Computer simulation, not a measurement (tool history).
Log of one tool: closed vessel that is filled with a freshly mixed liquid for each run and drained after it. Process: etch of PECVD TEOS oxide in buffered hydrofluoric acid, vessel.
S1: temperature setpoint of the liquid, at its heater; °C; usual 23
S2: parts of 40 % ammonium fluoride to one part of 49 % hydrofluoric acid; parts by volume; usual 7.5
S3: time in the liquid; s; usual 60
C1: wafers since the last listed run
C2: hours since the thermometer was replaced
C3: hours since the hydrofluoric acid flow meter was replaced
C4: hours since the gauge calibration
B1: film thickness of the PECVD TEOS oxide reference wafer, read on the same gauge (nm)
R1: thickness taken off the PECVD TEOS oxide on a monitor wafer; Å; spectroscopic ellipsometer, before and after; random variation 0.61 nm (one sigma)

{"run": 1, "day": 0.0, "S1": 23, "S2": 7.5, "S3": 60, "C1": 0, "C2": 2861.9, "C3": 1171.6, "C4": 218.9, "B1": 99.96, "R1": 1255}
{"run": 2, "day": 0.767, "S1": 23, "S2": 7.5, "S3": 60, "C1": 1775, "C2": 2880.3, "C3": 1190, "C4": 237.3, "B1": 100.02, "R1": 1261.3}
{"run": 3, "day": 1.679, "S1": 23, "S2": 7.5, "S3": 60, "C1": 2113, "C2": 2902.2, "C3": 1211.9, "C4": 259.2, "B1": 99.98, "R1": 1259.5}
{"run": 4, "day": 2.433, "S1": 23, "S2": 7.5, "S3": 60, "C1": 1746, "C2": 2920.3, "C3": 1230, "C4": 277.3, "B1": 100.03, "R1": 1262.6}
{"run": 5, "day": 3.388, "S1": 23, "S2": 7.5, "S3": 60, "C1": 2209, "C2": 2943.2, "C3": 1252.9, "C4": 300.2, "B1": 99.96, "R1": 1270.2}
{"run": 6, "day": 4.079, "S1": 23, "S2": 7.5, "S3": 60, "C1": 1601, "C2": 2959.8, "C3": 1269.5, "C4": 316.8, "B1": 99.99, "R1": 1269.3}
{"run": 7, "day": 5.538, "S1": 23, "S2": 7.5, "S3": 60, "C1": 3377, "C2": 2994.8, "C3": 1304.5, "C4": 351.8, "B1": 100.01, "R1": 1279.1}
{"day": 5.867, "done": "hydrofluoric acid flow meter replaced"}
{"day": 5.979, "done": "thermometer replaced"}
{"run": 8, "day": 9.683, "S1": 23, "S2": 8.5, "S3": 60, "C1": 9408, "C2": 88.9, "C3": 91.6, "C4": 451.3, "B1": 100.02, "R1": 990}
{"run": 9, "day": 10.842, "S1": 23, "S2": 8.5, "S3": 60, "C1": 2682, "C2": 116.7, "C3": 119.4, "C4": 479.1, "B1": 100.02, "R1": 988.5}
{"day": 11.275, "done": "gauge calibrated"}
{"run": 10, "day": 11.383, "S1": 23, "S2": 6, "S3": 40, "C1": 1254, "C2": 129.7, "C3": 132.4, "C4": 2.6, "B1": 100.02, "R1": 931.4}
{"run": 11, "day": 12.675, "S1": 21, "S2": 5.5, "S3": 50, "C1": 2991, "C2": 160.7, "C3": 163.4, "C4": 33.6, "B1": 100.03, "R1": 1117.3}
{"run": 12, "day": 13.375, "S1": 23, "S2": 7.5, "S3": 60, "C1": 1621, "C2": 177.5, "C3": 180.2, "C4": 50.4, "B1": 100.03, "R1": 1141.2}
{"run": 13, "day": 14.058, "S1": 27.5, "S2": 8.5, "S3": 90, "C1": 1582, "C2": 193.9, "C3": 196.6, "C4": 66.8, "B1": 100, "R1": 1912.9}
{"run": 14, "day": 14.971, "S1": 23, "S2": 7.5, "S3": 85, "C1": 2113, "C2": 215.8, "C3": 218.5, "C4": 88.7, "B1": 99.99, "R1": 1619.7}
{"run": 15, "day": 16.012, "S1": 23, "S2": 7.5, "S3": 70, "C1": 2412, "C2": 240.8, "C3": 243.5, "C4": 113.7, "B1": 99.98, "R1": 1345.1}
{"run": 16, "day": 17.033, "S1": 19.5, "S2": 10, "S3": 75, "C1": 2364, "C2": 265.3, "C3": 268, "C4": 138.2, "B1": 99.98, "R1": 896.9}
{"run": 17, "day": 17.667, "S1": 26, "S2": 7.5, "S3": 45, "C1": 1466, "C2": 280.5, "C3": 283.2, "C4": 153.4, "B1": 99.98, "R1": 1023}
{"run": 18, "day": 18.55, "S1": 23, "S2": 7.5, "S3": 60, "C1": 2045, "C2": 301.7, "C3": 304.4, "C4": 174.6, "B1": 99.96, "R1": 1152}

Some steps in R1 between neighbouring runs. How much of each would the tool show without its hidden state too (settings, what came in, random variation), and how much is left for the hidden state, with any gauge scatter that isn't in both results?
The hidden state here: liquid colder than its thermometer reads (K); hydrofluoric acid flow above the setpoint (%); gauge reads high (%).
Run 7 -> 8: S2 7.5 -> 8.5, hydrofluoric acid flow meter replaced, thermometer replaced. R1 -289.1 Å: hidden state -141.9, all else -147.2.
Run 12 -> 13: S1 23 -> 27.5, S2 7.5 -> 8.5, S3 60 -> 90. R1 +771.7 Å: hidden state +21.2, all else +750.5.
